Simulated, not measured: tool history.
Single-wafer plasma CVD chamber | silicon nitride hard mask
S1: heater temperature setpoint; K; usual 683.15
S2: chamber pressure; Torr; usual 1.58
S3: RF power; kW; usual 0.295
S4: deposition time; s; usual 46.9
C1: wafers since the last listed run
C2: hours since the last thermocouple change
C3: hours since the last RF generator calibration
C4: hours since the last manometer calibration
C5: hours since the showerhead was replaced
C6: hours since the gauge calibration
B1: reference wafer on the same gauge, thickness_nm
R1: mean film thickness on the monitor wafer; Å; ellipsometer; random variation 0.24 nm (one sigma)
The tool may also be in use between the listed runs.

run,hour,S1,S2,S3,S4,C1,C2,C3,C4,C5,C6,B1,R1
1,0,683.15,1.58,0.295,46.9,0,1045.3,347.4,1332.1,3686.7,486.8,59.213,506.87
2,46.1,683.15,1.58,0.295,46.9,587,1091.4,393.5,1378.2,3732.8,532.9,59.411,501.73
3,91.3,683.15,1.58,0.295,46.9,576,1136.6,438.7,1423.4,3778,578.1,59.292,508.5
# hour 126.3: gauge calibrated
4,160.1,683.15,1.58,0.295,46.9,877,1205.4,507.5,1492.2,3846.8,33.8,59.379,510.79
5,245.3,683.15,1.58,0.295,46.9,1086,1290.6,592.7,1577.4,3932,119,59.262,507.21
6,340.4,683.15,1.58,0.295,46.9,1212,1385.7,687.8,1672.5,4027.1,214.1,59.411,505.27
7,411.5,683.15,1.58,0.295,46.9,906,1456.8,758.9,1743.6,4098.2,285.2,59.25,503.03
# hour 434.8: showerhead replaced
8,510.8,690.15,1.58,0.295,46.9,1164,1556.1,858.2,1842.9,76,384.5,59.35,505.05
# hour 536.2: capacitance manometer re-zeroed and calibrated
# hour 596.8: RF generator calibrated
9,607.2,690.15,1.25,0.295,46.9,1025,1652.5,10.4,71,172.4,480.9,59.349,452.12
10,693.6,683.15,1.58,0.295,46.9,1101,1738.9,96.8,157.4,258.8,567.3,59.328,505.64
# hour 702: gauge calibrated
# hour 733.2: thermocouple changed; heater temperature recalibrated
11,737.3,676.15,1.79,0.33,46.9,455,4.1,140.5,201.1,302.5,35.3,59.143,567.24
12,819.3,683.15,1.43,0.265,46.9,1045,86.1,222.5,283.1,384.5,117.3,59.437,456.19
13,904.4,683.15,1.58,0.295,46.9,1085,171.2,307.6,368.2,469.6,202.4,59.394,508.86
14,965.1,696.15,1.58,0.295,46.9,774,231.9,368.3,428.9,530.3,263.1,59.219,502.98
15,1028.7,683.15,1.37,0.295,46.9,811,295.5,431.9,492.5,593.9,326.7,59.25,469.61
16,1098.6,694.15,1.31,0.335,44.3,891,365.4,501.8,562.4,663.8,396.6,59.303,474.78

5 ways to go on from here, each from the tool as it stands after run 16. What would each give?
A,1099,683.15,1.58,0.295,44.3,5,365.8,502.2,562.8,664.2,397,?,?
B,1099,683.15,1.46,0.295,46.9,5,365.8,502.2,562.8,664.2,397,?,?
C,1099,679.15,1.95,0.295,52,5,365.8,502.2,562.8,664.2,397,?,?
D,1099,683.15,1.96,0.295,46.9,5,365.8,502.2,562.8,664.2,397,?,?
E,1099,678.15,1.82,0.295,46.9,5,365.8,502.2,562.8,664.2,397,?,?

run,B1,R1
A,59.401,477.09
B,59.401,488.62
C,59.401,606.11
D,59.401,546.89
E,59.401,534.14
Without the tool's hidden state the same runs would have given:
run,R1
A,477.09
B,488.62
C,606.11
D,546.89
E,534.14

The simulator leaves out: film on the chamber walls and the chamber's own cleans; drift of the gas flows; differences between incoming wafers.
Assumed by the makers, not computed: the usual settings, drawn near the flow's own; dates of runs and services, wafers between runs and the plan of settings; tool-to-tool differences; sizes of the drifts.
